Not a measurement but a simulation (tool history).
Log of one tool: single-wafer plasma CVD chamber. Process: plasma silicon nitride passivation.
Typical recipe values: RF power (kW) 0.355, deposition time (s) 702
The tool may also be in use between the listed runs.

run,hour,RF power (kW),deposition time (s),"read-back reference wafer on the same gauge, thickness_nm",mean film thickness on the monitor wafer (nm)
1,0.0,0.355,702,1139.671,994.304
2,71.0,0.355,702,1140.572,995.208
3,110.5,0.355,648,1139.745,915.863
4,178.7,0.355,648,1140.437,917.479
5,223.3,0.355,648,1139.811,915.079
6,248.0,0.355,702,1140.206,996.235
7,298.0,0.355,702,1139.858,991.259
8,430.8,0.355,702,1139.782,983.660
9,483.2,0.355,702,1139.878,986.707
10,528.2,0.355,702,1140.799,986.777
11,561.9,0.315,789,1139.485,1055.156
12,586.6,0.315,789,1138.780,1053.529
13,630.3,0.355,702,1140.146,983.211
# hour 744.3: RF generator calibrated
14,765.6,0.355,702,1139.756,999.354
15,837.2,0.355,702,1139.697,996.990
# hour 869.9: showerhead replaced
16,870.4,0.315,702,1140.228,954.460
17,910.7,0.355,702,1139.993,996.455
18,966.7,0.355,702,1139.190,993.995
19,1030.6,0.355,702,1140.020,991.302
20,1055.3,0.355,702,1139.778,991.331
21,1124.6,0.405,652,1140.911,969.545
22,1168.8,0.355,702,1139.693,988.715
23,1239.8,0.355,702,1139.750,981.748
24,1295.9,0.405,655,1139.709,967.408
25,1409.3,0.355,702,1139.691,984.328
# hour 1417.1: gauge calibrated
26,1441.9,0.305,601,1139.858,796.182
27,1478.3,0.385,573,1140.533,824.193
28,1549.2,0.315,789,1140.411,1050.274
# hour 1587.7: RF generator calibrated
29,1597.3,0.355,649,1140.444,933.267
30,1651.5,0.410,702,1139.828,1056.233
31,1707.0,0.375,796,1140.093,1160.244
32,1765.6,0.355,702,1139.152,1000.644
33,1792.4,0.290,702,1139.613,924.690
34,1827.5,0.355,702,1139.788,1000.550
35,1884.0,0.395,840,1140.175,1245.543
36,1921.8,0.355,749,1139.828,1068.345
37,1955.6,0.400,661,1140.701,985.757
38,2004.2,0.380,768,1138.858,1117.210
39,2031.3,0.375,743,1139.901,1071.684
40,2098.4,0.410,606,1140.266,908.473
41,2141.8,0.420,772,1139.478,1161.359
42,2189.6,0.295,642,1140.649,844.057
43,2258.4,0.355,751,1140.317,1056.976

Exercise: give the hidden state of the tool at every run:
gauge reads high (%): 0, the same for each run
H1: delivered RF power above the setpoint (%)
run,H1
1,-1.82
2,-2.3
3,-2.56
4,-3.02
5,-3.31
6,-3.48
7,-3.81
8,-4.7
9,-5.05
10,-5.35
11,-5.57
12,-5.74
13,-6.03
14,-1.54
15,-2.02
16,-2.24
17,-2.51
18,-2.89
19,-3.31
20,-3.48
21,-3.94
22,-4.24
23,-4.71
24,-5.09
25,-5.84
26,-6.06
27,-6.3
28,-6.78
29,-0.278
30,-0.64
31,-1.01
32,-1.4
33,-1.58
34,-1.82
35,-2.19
36,-2.45
37,-2.67
38,-3
39,-3.18
40,-3.62
41,-3.91
42,-4.23
43,-4.69

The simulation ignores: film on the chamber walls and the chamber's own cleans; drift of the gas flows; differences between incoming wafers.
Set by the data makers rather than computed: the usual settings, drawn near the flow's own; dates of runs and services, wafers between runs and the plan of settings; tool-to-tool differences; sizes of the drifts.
